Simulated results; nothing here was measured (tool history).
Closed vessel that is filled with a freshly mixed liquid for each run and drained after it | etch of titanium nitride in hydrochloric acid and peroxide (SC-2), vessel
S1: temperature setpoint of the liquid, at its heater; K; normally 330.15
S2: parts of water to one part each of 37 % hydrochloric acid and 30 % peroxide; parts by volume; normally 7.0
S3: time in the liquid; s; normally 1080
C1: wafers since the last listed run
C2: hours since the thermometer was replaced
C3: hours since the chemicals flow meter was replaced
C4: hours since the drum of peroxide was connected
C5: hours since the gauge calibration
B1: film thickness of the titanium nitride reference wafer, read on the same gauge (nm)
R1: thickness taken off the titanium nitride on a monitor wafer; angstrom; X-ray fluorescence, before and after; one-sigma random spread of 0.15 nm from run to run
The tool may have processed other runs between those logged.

Run 1, hour 0.0: usual settings but S1 333.65 K; C1 0; C2 1354.4; C3 553.3; C4 1109.4; C5 70.0; B1 40.02. Result: R1 307.3 angstrom.
Run 2, hour 6.2: usual settings but S1 333.65 K; C1 402; C2 1360.6; C3 559.5; C4 1115.6; C5 76.2; B1 40.02. Result: R1 304.9 angstrom.
Run 3, hour 15.2: usual settings but S3 585 s; C1 584; C2 1369.6; C3 568.5; C4 1124.6; C5 85.2; B1 40.05. Result: R1 131.3 angstrom.
Run 4, hour 26.8: usual settings but S3 585 s; C1 752; C2 1381.2; C3 580.1; C4 1136.2; C5 96.8; B1 40.02. Result: R1 132.6 angstrom.
Run 5, hour 39.8: usual settings; C1 843; C2 1394.2; C3 593.1; C4 1149.2; C5 109.8; B1 40.02. Result: R1 243.4 angstrom.
Run 6, hour 53.7: usual settings; C1 902; C2 1408.1; C3 607.0; C4 1163.1; C5 123.7; B1 40.00. Result: R1 243.1 angstrom.
Run 7, hour 63.4: usual settings; C1 629; C2 1417.8; C3 616.7; C4 1172.8; C5 133.4; B1 39.98. Result: R1 241.7 angstrom.
Run 8, hour 73.2: usual settings but S1 325.65 K, S2 9.0 parts by volume; C1 636; C2 1427.6; C3 626.5; C4 1182.6; C5 143.2; B1 39.95. Result: R1 148.4 angstrom.
At hour 76.2: gauge calibrated.
At hour 90.4: thermometer replaced.
Run 9, hour 90.9: usual settings but S1 336.65 K, S2 10.0 parts by volume, S3 1695 s; C1 1083; C2 0.5; C3 644.2; C4 1200.3; C5 14.7; B1 40.06. Result: R1 498.1 angstrom.
Run 10, hour 105.8: usual settings but S1 321.65 K; C1 967; C2 15.4; C3 659.1; C4 1215.2; C5 29.6; B1 40.00. Result: R1 161.0 angstrom.
At hour 107.7: chemicals flow meter replaced.
Run 11, hour 118.2: usual settings but S2 4.0 parts by volume; C1 739; C2 27.8; C3 10.5; C4 1227.6; C5 42.0; B1 40.04. Result: R1 422.9 angstrom.
Run 12, hour 125.4: usual settings but S2 9.5 parts by volume; C1 467; C2 35.0; C3 17.7; C4 1234.8; C5 49.2; B1 39.99. Result: R1 219.6 angstrom.
At hour 129.6: new drum of peroxide connected.
Run 13, hour 157.9: usual settings but S1 337.65 K; C1 2044; C2 67.5; C3 50.2; C4 28.3; C5 81.7; B1 40.05. Result: R1 444.7 angstrom.
Run 14, hour 167.1: usual settings; C1 597; C2 76.7; C3 59.4; C4 37.5; C5 90.9; B1 40.01. Result: R1 279.0 angstrom.
Run 15, hour 176.4: usual settings but S1 338.65 K, S2 5.0 parts by volume, S3 615 s; C1 603; C2 86.0; C3 68.7; C4 46.8; C5 100.2; B1 40.00. Result: R1 347.3 angstrom.
Run 16, hour 185.4: usual settings; C1 584; C2 95.0; C3 77.7; C4 55.8; C5 109.2; B1 39.99. Result: R1 277.9 angstrom.
At hour 192.7: gauge calibrated.
Run 17, hour 199.6: usual settings; C1 921; C2 109.2; C3 91.9; C4 70.0; C5 6.9; B1 40.01. Result: R1 275.8 angstrom.

The logged runs with the hidden state left out (each run's random variation unchanged):
Unlogged tool condition in this case: liquid colder than its thermometer reads (K); chemicals flow above the setpoint (%); peroxide weaker than its label (%); gauge reads high (%).
run     R1
  1  366.2
  2  363.6
  3  157.3
  4  159.1
  5  292.7
  6  292.7
  7  291.4
  8  180.0
  9  517.2
 10  168.1
 11  441.1
 12  229.3
 13  465.3
 14  292.9
 15  364.2
 16  292.4
 17  290.7

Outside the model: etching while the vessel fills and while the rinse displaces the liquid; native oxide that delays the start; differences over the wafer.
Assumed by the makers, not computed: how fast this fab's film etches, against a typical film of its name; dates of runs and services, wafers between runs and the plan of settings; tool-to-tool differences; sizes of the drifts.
